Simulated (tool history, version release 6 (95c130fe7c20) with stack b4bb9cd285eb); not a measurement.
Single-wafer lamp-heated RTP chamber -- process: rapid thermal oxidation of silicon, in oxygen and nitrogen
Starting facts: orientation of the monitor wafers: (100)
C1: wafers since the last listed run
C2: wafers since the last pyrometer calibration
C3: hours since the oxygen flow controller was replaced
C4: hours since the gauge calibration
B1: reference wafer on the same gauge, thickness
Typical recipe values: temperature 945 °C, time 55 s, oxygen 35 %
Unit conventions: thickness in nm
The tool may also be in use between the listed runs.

Run 1, hour 0.0: usual settings but temperature 959 °C; C1 0; C2 1213; C3 3879.3; C4 566.1; B1 2.892. Result: thickness 3.096 nm.
Run 2, hour 32.1: usual settings but temperature 959 °C; C1 323; C2 1536; C3 3911.4; C4 598.2; B1 2.892. Result: thickness 3.102 nm.
Run 3, hour 76.8: usual settings but temperature 959 °C; C1 450; C2 1987; C3 3956.1; C4 642.9; B1 2.888. Result: thickness 3.091 nm.
At hour 95.8: gauge calibrated.
Run 4, hour 118.1: usual settings but oxygen 58 %; C1 416; C2 2404; C3 3997.4; C4 22.3; B1 2.891. Result: thickness 3.227 nm.
Run 5, hour 177.3: usual settings but oxygen 58 %; C1 596; C2 3001; C3 4056.6; C4 81.5; B1 2.893. Result: thickness 3.221 nm.
Run 6, hour 243.7: usual settings but time 63 s; C1 669; C2 3670; C3 4123.0; C4 147.9; B1 2.892. Result: thickness 3.025 nm.
Run 7, hour 391.2: usual settings but time 63 s; C1 1487; C2 5158; C3 4270.5; C4 295.4; B1 2.894. Result: thickness 3.042 nm.
Run 8, hour 418.3: usual settings but time 63 s; C1 273; C2 5431; C3 4297.6; C4 322.5; B1 2.891. Result: thickness 3.037 nm.
Run 9, hour 456.0: usual settings; C1 380; C2 5811; C3 4335.3; C4 360.2; B1 2.890. Result: thickness 2.917 nm.
Run 10, hour 485.4: usual settings; C1 296; C2 6108; C3 4364.7; C4 389.6; B1 2.891. Result: thickness 2.921 nm.
Run 11, hour 515.7: usual settings; C1 305; C2 6413; C3 4395.0; C4 419.9; B1 2.886. Result: thickness 2.917 nm.
At hour 609.4: pyrometer window cleaned and pyrometer calibrated.
Run 12, hour 609.9: usual settings; C1 869; C2 5; C3 4489.2; C4 514.1; B1 2.887. Result: thickness 2.988 nm.
Run 13, hour 695.2: usual settings; C1 860; C2 865; C3 4574.5; C4 599.4; B1 2.889. Result: thickness 2.997 nm.
At hour 772.0: gauge calibrated.
Run 14, hour 794.4: usual settings but oxygen 17 %; C1 1000; C2 1865; C3 4673.7; C4 22.4; B1 2.893. Result: thickness 2.657 nm.
At hour 831.8: pyrometer window cleaned and pyrometer calibrated, repeated, since the last time left the tool worse.
Run 15, hour 832.3: usual settings but time 45 s; C1 301; C2 5; C3 4711.6; C4 60.3; B1 2.886. Result: thickness 2.723 nm.
Run 16, hour 899.7: usual settings but time 47 s, oxygen 19 %; C1 679; C2 684; C3 4779.0; C4 127.7; B1 2.891. Result: thickness 2.495 nm.
Run 17, hour 930.3: usual settings but temperature 961 °C, time 46 s, oxygen 17 %; C1 308; C2 993; C3 4809.6; C4 158.3; B1 2.892. Result: thickness 2.575 nm.
At hour 1004.7: oxygen flow controller replaced.
Run 18, hour 1011.0: usual settings but temperature 970 °C, time 48 s; C1 733; C2 1726; C3 6.3; C4 239.0; B1 2.883. Result: thickness 3.125 nm.
Run 19, hour 1039.3: usual settings but time 81 s, oxygen 24 %; C1 285; C2 2012; C3 34.6; C4 267.3; B1 2.891. Result: thickness 2.981 nm.
Run 20, hour 1085.8: usual settings but temperature 934 °C; C1 468; C2 2480; C3 81.1; C4 313.8; B1 2.887. Result: thickness 2.741 nm.
Run 21, hour 1141.8: usual settings but temperature 963 °C; C1 564; C2 3045; C3 137.1; C4 369.8; B1 2.891. Result: thickness 3.170 nm.
Run 22, hour 1183.0: usual settings but temperature 937 °C; C1 415; C2 3461; C3 178.3; C4 411.0; B1 2.890. Result: thickness 2.807 nm.
Run 23, hour 1302.4: usual settings but temperature 959 °C; C1 1204; C2 4665; C3 297.7; C4 530.4; B1 2.891. Result: thickness 3.117 nm.
Run 24, hour 1327.5: usual settings; C1 253; C2 4918; C3 322.8; C4 555.5; B1 2.888. Result: thickness 2.900 nm.

Alternative continuations, all from the tool just after run 24; predict every row:
Run A, hour 1327.9: usual settings but time 46 s; C1 4; C2 4922; C3 323.2; C4 555.9; B1 ?. Result: thickness ?.
Run B, hour 1327.9: usual settings but temperature 965 °C, oxygen 24 %; C1 4; C2 4922; C3 323.2; C4 555.9; B1 ?. Result: thickness ?.
Run C, hour 1327.9: usual settings but oxygen 59 %; C1 4; C2 4922; C3 323.2; C4 555.9; B1 ?. Result: thickness ?.
Run D, hour 1327.9: usual settings but time 81 s; C1 4; C2 4922; C3 323.2; C4 555.9; B1 ?. Result: thickness ?.
Run E, hour 1327.9: usual settings but time 32 s; C1 4; C2 4922; C3 323.2; C4 555.9; B1 ?. Result: thickness ?.

run     B1  thickness
  A  2.892      2.754
  B  2.892      2.946
  C  2.892      3.264
  D  2.892      3.274
  E  2.892      2.514
Had the tool no hidden state, the same runs would have come out as:
run  thickness
  A      2.717
  B      2.902
  C      3.204
  D      3.217
  E      2.486
